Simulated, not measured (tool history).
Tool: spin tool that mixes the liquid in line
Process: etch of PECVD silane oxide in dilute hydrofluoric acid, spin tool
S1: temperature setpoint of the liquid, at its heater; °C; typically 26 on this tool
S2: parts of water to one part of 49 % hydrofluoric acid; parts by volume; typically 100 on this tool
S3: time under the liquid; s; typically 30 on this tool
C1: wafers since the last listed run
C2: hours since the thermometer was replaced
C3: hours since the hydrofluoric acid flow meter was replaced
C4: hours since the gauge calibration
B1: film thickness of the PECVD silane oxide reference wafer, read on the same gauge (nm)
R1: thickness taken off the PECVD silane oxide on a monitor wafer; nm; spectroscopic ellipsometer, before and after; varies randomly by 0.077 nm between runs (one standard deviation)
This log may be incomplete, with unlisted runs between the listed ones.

run,hour,S1,S2,S3,C1,C2,C3,C4,B1,R1
1,0,26,100,30,0,888.2,1003.8,116.2,80.03,8.03
2,41.7,26,100,30,448,929.9,1045.5,157.9,80.02,7.89
3,58.8,26,100,30,183,947,1062.6,175,79.99,7.91
4,74.2,27,100,30,165,962.4,1078,190.4,79.95,8.28
5,80.8,26,100,30,71,969,1084.6,197,79.99,7.88
6,95,26,100,30,152,983.2,1098.8,211.2,79.97,7.98
7,101.3,24,100,20,67,989.5,1105.1,217.5,80.01,4.91
8,107.6,24,100,20,67,995.8,1111.4,223.8,80.01,4.85
9,120.8,26,130,30,142,1009,1124.6,237,79.97,5.82
10,135,26,130,30,152,1023.2,1138.8,251.2,80.01,5.88
11,151.7,26,110,30,179,1039.9,1155.5,267.9,79.98,7.17
12,165.7,26,110,30,150,1053.9,1169.5,281.9,80.04,7.21
13,183.6,26,110,30,192,1071.8,1187.4,299.8,80.05,7.07
# hour 191.3: gauge calibrated
14,200.7,26,100,30,183,1088.9,1204.5,9.4,80.01,7.87
15,218.5,26,100,30,191,1106.7,1222.3,27.2,79.97,7.81
16,231.5,26,100,30,139,1119.7,1235.3,40.2,79.97,7.87
17,239.9,23.5,120,40,90,1128.1,1243.7,48.6,80.03,7.84
# hour 268.5: hydrofluoric acid flow meter replaced
18,280,21,55,30,420,1168.2,11.5,88.7,80.01,12.29
19,292.4,26,100,25,133,1180.6,23.9,101.1,80,6.56
20,305.2,24.5,100,30,137,1193.4,36.7,113.9,80.03,7.32
# hour 323.5: thermometer replaced
21,324,26,80,30,191,0.5,55.5,132.7,79.97,11.05
22,334.3,26,100,30,110,10.8,65.8,143,80.01,8.64
23,352,26,100,30,190,28.5,83.5,160.7,80.01,8.48
24,364.1,26,100,30,130,40.6,95.6,172.8,80.02,8.59
25,381.9,26,100,30,191,58.4,113.4,190.6,80.01,8.53
26,392.3,30,100,40,111,68.8,123.8,201,80,13.3
27,405.1,23,140,30,137,81.6,136.6,213.8,80,5.1
28,418.3,22.5,140,30,142,94.8,149.8,227,80,4.97
29,426.2,26,100,30,84,102.7,157.7,234.9,79.99,8.62
30,433,23.5,50,35,73,109.5,164.5,241.7,79.97,18.95
31,449.2,26,110,30,174,125.7,180.7,257.9,80.03,7.77
32,462.4,26,115,30,142,138.9,193.9,271.1,79.97,7.26

Here are 4 independent what-if runs from the current tool condition. What would each one return?
A,462.8,26,135,30,4,139.3,194.3,271.5,?,?
B,462.8,28.5,130,30,4,139.3,194.3,271.5,?,?
C,462.8,26,55,30,4,139.3,194.3,271.5,?,?
D,462.8,26,100,40,4,139.3,194.3,271.5,?,?

run,B1,R1
A,79.98,6.09
B,79.98,6.99
C,79.98,16.56
D,79.98,11.44
The same runs, with their run-to-run variation unchanged, on a tool lacking any hidden condition would have given:
run,R1
A,6.17
B,7.08
C,16.79
D,11.6
